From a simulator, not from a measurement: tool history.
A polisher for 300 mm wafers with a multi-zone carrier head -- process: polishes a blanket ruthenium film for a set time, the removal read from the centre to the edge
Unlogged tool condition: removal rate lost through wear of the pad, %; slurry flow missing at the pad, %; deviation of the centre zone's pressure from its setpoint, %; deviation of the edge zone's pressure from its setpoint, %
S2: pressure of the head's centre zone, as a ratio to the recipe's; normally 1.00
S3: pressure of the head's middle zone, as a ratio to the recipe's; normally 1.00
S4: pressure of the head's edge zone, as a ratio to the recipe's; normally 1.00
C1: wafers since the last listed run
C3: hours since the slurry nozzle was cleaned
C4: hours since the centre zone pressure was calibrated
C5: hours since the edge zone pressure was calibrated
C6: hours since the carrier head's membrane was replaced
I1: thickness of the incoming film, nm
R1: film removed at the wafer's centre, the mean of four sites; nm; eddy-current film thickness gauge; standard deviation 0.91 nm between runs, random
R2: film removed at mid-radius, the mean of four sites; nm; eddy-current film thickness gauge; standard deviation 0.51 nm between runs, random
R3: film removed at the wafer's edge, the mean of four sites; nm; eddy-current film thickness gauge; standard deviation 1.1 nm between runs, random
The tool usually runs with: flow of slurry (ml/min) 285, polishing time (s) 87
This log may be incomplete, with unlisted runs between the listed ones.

Run 1, day 0.000: usual settings but S2 1.09; C1 0; wafers polished on this pad 265; C3 337.4; C4 221.3; C5 1141.1; C6 1767.5; I1 466.5. Result: R1 97.9 nm, R2 82.1 nm, R3 81.2 nm.
Run 2, day 1.138: usual settings but S2 1.09; C1 165; wafers polished on this pad 430; C3 364.7; C4 248.6; C5 1168.4; C6 1794.8; I1 464.6. Result: R1 94.8 nm, R2 79.1 nm, R3 80.5 nm.
Run 3, day 1.858: usual settings but S4 1.07; C1 104; wafers polished on this pad 534; C3 382.0; C4 265.9; C5 1185.7; C6 1812.1; I1 471.3. Result: R1 84.0 nm, R2 76.2 nm, R3 82.5 nm.
At day 2.208: worn pad replaced by a new one.
Run 4, day 2.892: usual settings; C1 125; wafers polished on this pad 99; C3 406.8; C4 290.7; C5 1210.5; C6 1836.9; I1 469.1. Result: R1 91.6 nm, R2 84.4 nm, R3 85.6 nm.
Run 5, day 3.829: usual settings; C1 136; wafers polished on this pad 235; C3 429.3; C4 313.2; C5 1233.0; C6 1859.4; I1 469.7. Result: R1 91.9 nm, R2 82.8 nm, R3 83.3 nm.
Run 6, day 4.488: usual settings; C1 95; wafers polished on this pad 331; C3 445.1; C4 329.0; C5 1248.8; C6 1875.2; I1 470.4. Result: R1 89.5 nm, R2 81.2 nm, R3 80.9 nm.
Run 7, day 5.575: usual settings; C1 157; wafers polished on this pad 489; C3 471.2; C4 355.1; C5 1274.9; C6 1901.3; I1 471.6. Result: R1 87.2 nm, R2 77.2 nm, R3 80.2 nm.
Run 8, day 6.117: usual settings but flow of slurry (ml/min) 210; C1 78; wafers polished on this pad 567; C3 484.2; C4 368.1; C5 1287.9; C6 1914.3; I1 464.2. Result: R1 79.8 nm, R2 72.9 nm, R3 76.3 nm.
At day 6.692: worn pad replaced by a new one.
Run 9, day 7.517: usual settings; C1 179; wafers polished on this pad 119; C3 517.8; C4 401.7; C5 1321.5; C6 1947.9; I1 478.4. Result: R1 91.6 nm, R2 83.8 nm, R3 86.2 nm.
Run 10, day 8.833: usual settings; C1 191; wafers polished on this pad 310; C3 549.4; C4 433.3; C5 1353.1; C6 1979.5; I1 471.7. Result: R1 89.0 nm, R2 81.5 nm, R3 83.0 nm.
At day 9.038: slurry nozzle cleaned.
At day 9.262: centre zone pressure recalibrated.
Run 11, day 9.925: usual settings; C1 140; wafers polished on this pad 451; C3 21.3; C4 15.9; C5 1379.3; C6 2005.7; I1 478.5. Result: R1 78.3 nm, R2 78.4 nm, R3 79.7 nm.
At day 10.983: worn pad replaced by a new one.
Run 12, day 11.121: usual settings but flow of slurry (ml/min) 200, S4 0.95; C1 149; wafers polished on this pad 19; C3 50.0; C4 44.6; C5 1408.0; C6 2034.4; I1 474.0. Result: R1 84.0 nm, R2 80.3 nm, R3 81.1 nm.
Run 13, day 12.304: usual settings but flow of slurry (ml/min) 370, polishing time (s) 69; C1 171; wafers polished on this pad 191; C3 78.4; C4 73.0; C5 1436.4; C6 2062.8; I1 477.2. Result: R1 71.0 nm, R2 67.0 nm, R3 68.4 nm.
Run 14, day 13.500: usual settings but flow of slurry (ml/min) 350, S3 0.94, polishing time (s) 114; C1 173; wafers polished on this pad 365; C3 107.1; C4 101.7; C5 1465.1; C6 2091.5; I1 466.8. Result: R1 115.7 nm, R2 101.9 nm, R3 107.0 nm.
At day 14.579: carrier head's membrane replaced by a new one.
Run 15, day 14.600: usual settings but S4 0.94; C1 129; wafers polished on this pad 494; C3 133.5; C4 128.1; C5 1491.5; C6 0.5; I1 467.1. Result: R1 81.8 nm, R2 77.6 nm, R3 74.9 nm.
At day 15.138: worn pad replaced by a new one.
Run 16, day 15.267: usual settings; C1 72; wafers polished on this pad 18; C3 149.5; C4 144.1; C5 1507.5; C6 16.5; I1 476.2. Result: R1 88.3 nm, R2 82.4 nm, R3 85.3 nm.
At day 16.192: edge zone pressure recalibrated.
Run 17, day 16.650: usual settings but S2 1.06, S3 0.96, polishing time (s) 57; C1 188; wafers polished on this pad 207; C3 182.7; C4 177.3; C5 11.0; C6 49.7; I1 472.0. Result: R1 60.6 nm, R2 52.1 nm, R3 52.9 nm.
Run 18, day 17.442: usual settings but S2 1.05, S4 1.08; C1 114; wafers polished on this pad 322; C3 201.7; C4 196.3; C5 30.0; C6 68.7; I1 471.2. Result: R1 90.8 nm, R2 79.9 nm, R3 85.1 nm.
Run 19, day 18.354: usual settings; C1 132; wafers polished on this pad 455; C3 223.6; C4 218.2; C5 51.9; C6 90.6; I1 470.8. Result: R1 84.7 nm, R2 77.4 nm, R3 78.8 nm.
At day 18.879: worn pad replaced by a new one.
Run 20, day 19.608: usual settings; C1 157; wafers polished on this pad 105; C3 253.7; C4 248.3; C5 82.0; C6 120.7; I1 468.6. Result: R1 89.9 nm, R2 82.9 nm, R3 85.4 nm.
Run 21, day 20.221: usual settings but flow of slurry (ml/min) 370, S3 0.89; C1 88; wafers polished on this pad 194; C3 268.4; C4 263.0; C5 96.7; C6 135.4; I1 469.2. Result: R1 91.2 nm, R2 77.1 nm, R3 84.6 nm.
Run 22, day 21.704: usual settings; C1 215; wafers polished on this pad 410; C3 304.0; C4 298.6; C5 132.3; C6 171.0; I1 470.9. Result: R1 88.6 nm, R2 79.2 nm, R3 80.7 nm.

How the hidden state differs across the entries between the runs, from the last listed run before each to the first after it:
In the gap between runs 3 and 4: worn pad replaced by a new one (day 2.208)
  removal rate lost through wear of the pad, %: 8.74 -> 0.464; deviation of the centre zone's pressure from its setpoint, %: 7.47 -> 7.73
  measured result minus the result with no hidden state, R1: -1.6 -> +6.2 nm; R2: -7.3 -> -0.4 nm; R3: -7.9 -> -0.4 nm
In the gap between runs 8 and 9: worn pad replaced by a new one (day 6.692)
  removal rate lost through wear of the pad, %: 9.9 -> 0.483; deviation of the centre zone's pressure from its setpoint, %: 8.3 -> 8.46
  measured result minus the result with no hidden state, R1: -1.9 -> +6.8 nm; R2: -8.0 -> -0.4 nm; R3: -8.4 -> -0.4 nm
In the gap between runs 10 and 11: slurry nozzle cleaned (day 9.038); centre zone pressure recalibrated (day 9.262)
  removal rate lost through wear of the pad, %: 2.97 -> 6.7; deviation of the centre zone's pressure from its setpoint, %: 8.59 -> 0.239
  measured result minus the result with no hidden state, R1: +4.6 -> -5.5 nm; R2: -2.6 -> -5.6 nm; R3: -2.6 -> -5.8 nm
In the gap between runs 11 and 12: worn pad replaced by a new one (day 10.983)
  removal rate lost through wear of the pad, %: 6.7 -> 0.821; deviation of the centre zone's pressure from its setpoint, %: 0.239 -> 1.9
  measured result minus the result with no hidden state, R1: -5.5 -> +0.9 nm; R2: -5.6 -> -0.7 nm; R3: -5.8 -> -0.7 nm
In the gap between runs 14 and 15: carrier head's membrane replaced by a new one (day 14.579)
  removal rate lost through wear of the pad, %: 4.84 -> 9.14; deviation of the centre zone's pressure from its setpoint, %: 4.36 -> 5.21
  measured result minus the result with no hidden state, R1: -0.8 -> -3.7 nm; R2: -5.2 -> -7.8 nm; R3: -5.4 -> -7.6 nm
In the gap between runs 15 and 16: worn pad replaced by a new one (day 15.138)
  removal rate lost through wear of the pad, %: 9.14 -> 1.34; deviation of the centre zone's pressure from its setpoint, %: 5.21 -> 5.65
  measured result minus the result with no hidden state, R1: -3.7 -> +3.6 nm; R2: -7.8 -> -1.2 nm; R3: -7.6 -> -1.1 nm
In the gap between runs 16 and 17: edge zone pressure recalibrated (day 16.192)
  removal rate lost through wear of the pad, %: 1.34 -> 2.79; deviation of the centre zone's pressure from its setpoint, %: 5.65 -> 6.43
  measured result minus the result with no hidden state, R1: +3.6 -> +2.0 nm; R2: -1.2 -> -1.6 nm; R3: -1.1 -> -1.5 nm
In the gap between runs 19 and 20: worn pad replaced by a new one (day 18.879)
  removal rate lost through wear of the pad, %: 7.93 -> 1.26; deviation of the centre zone's pressure from its setpoint, %: 7.17 -> 7.59
  measured result minus the result with no hidden state, R1: -1.1 -> +5.3 nm; R2: -6.7 -> -1.0 nm; R3: -6.8 -> -1.1 nm
